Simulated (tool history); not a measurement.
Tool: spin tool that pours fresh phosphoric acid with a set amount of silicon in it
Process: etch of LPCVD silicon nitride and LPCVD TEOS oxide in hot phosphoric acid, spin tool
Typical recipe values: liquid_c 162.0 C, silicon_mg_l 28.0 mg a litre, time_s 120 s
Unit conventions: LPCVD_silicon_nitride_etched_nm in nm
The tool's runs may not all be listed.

run	hour	liquid_c	silicon_mg_l	time_s	wafers since the last listed run	hours since the thermometer was replaced	hours since the dissolved silicon flow meter was replaced	hours since the heated supply line was repaired	hours since the gauge calibration	read-back film thickness of the LPCVD silicon nitride reference wafer, read on the same gauge (nm)	LPCVD_silicon_nitride_etched_nm
1	0.0	162.0	28.0	120	0	1477.5	90.1	303.8	194.1	150.01	10.35
# hour 23.8: thermometer replaced
2	24.3	162.0	28.0	120	246	0.5	114.4	328.1	218.4	149.99	11.15
3	40.9	164.5	17.5	90	175	17.1	131.0	344.7	235.0	149.98	9.05
4	72.5	163.0	34.0	70	333	48.7	162.6	376.3	266.6	150.00	6.67
5	91.4	162.0	28.0	120	199	67.6	181.5	395.2	285.5	150.01	11.11
6	125.3	162.0	28.0	150	357	101.5	215.4	429.1	319.4	150.02	13.64
7	147.8	162.0	28.0	120	237	124.0	237.9	451.6	341.9	149.99	10.92
8	173.1	162.0	28.0	170	267	149.3	263.2	476.9	367.2	150.01	15.45
9	207.0	162.0	47.5	70	357	183.2	297.1	510.8	401.1	150.00	6.29
10	235.3	159.0	47.0	155	298	211.5	325.4	539.1	429.4	149.99	12.59
11	261.0	164.5	28.0	120	271	237.2	351.1	564.8	455.1	150.00	11.63
12	276.1	162.0	28.0	120	159	252.3	366.2	579.9	470.2	150.01	10.71
13	304.5	162.0	28.0	120	299	280.7	394.6	608.3	498.6	150.00	10.48
14	322.1	162.0	47.0	120	185	298.3	412.2	625.9	516.2	150.01	10.61
15	355.1	162.0	39.5	120	348	331.3	445.2	658.9	549.2	150.00	10.43
16	372.2	162.0	28.0	120	180	348.4	462.3	676.0	566.3	150.00	10.58
17	402.7	164.0	28.0	160	322	378.9	492.8	706.5	596.8	150.00	14.78
18	420.1	163.5	40.5	120	183	396.3	510.2	723.9	614.2	150.00	10.97
19	437.3	163.5	47.0	100	181	413.5	527.4	741.1	631.4	150.02	9.12
# hour 441.9: heated supply line repaired
20	450.1	159.5	14.0	140	124	426.3	540.2	8.2	644.2	150.00	12.26
21	480.7	161.0	19.0	120	323	456.9	570.8	38.8	674.8	149.97	10.96
22	511.3	162.0	28.0	120	323	487.5	601.4	69.4	705.4	150.01	11.20

What if the next run were any one of these 4? Each begins from the tool's condition after run 22:
A	511.8	162.0	12.5	120	5	488.0	601.9	69.9	705.9	?	?
B	511.8	160.0	9.5	155	5	488.0	601.9	69.9	705.9	?	?
C	511.8	162.0	35.5	120	5	488.0	601.9	69.9	705.9	?	?
D	511.8	161.0	10.5	120	5	488.0	601.9	69.9	705.9	?	?

run	read-back film thickness of the LPCVD silicon nitride reference wafer, read on the same gauge (nm)	LPCVD_silicon_nitride_etched_nm
A	150.02	11.12
B	150.02	13.43
C	150.02	11.12
D	150.02	10.75
With the hidden condition removed and each run's random variation left untouched, the same runs would have given:
run	LPCVD_silicon_nitride_etched_nm
A	11.62
B	14.04
C	11.62
D	11.24

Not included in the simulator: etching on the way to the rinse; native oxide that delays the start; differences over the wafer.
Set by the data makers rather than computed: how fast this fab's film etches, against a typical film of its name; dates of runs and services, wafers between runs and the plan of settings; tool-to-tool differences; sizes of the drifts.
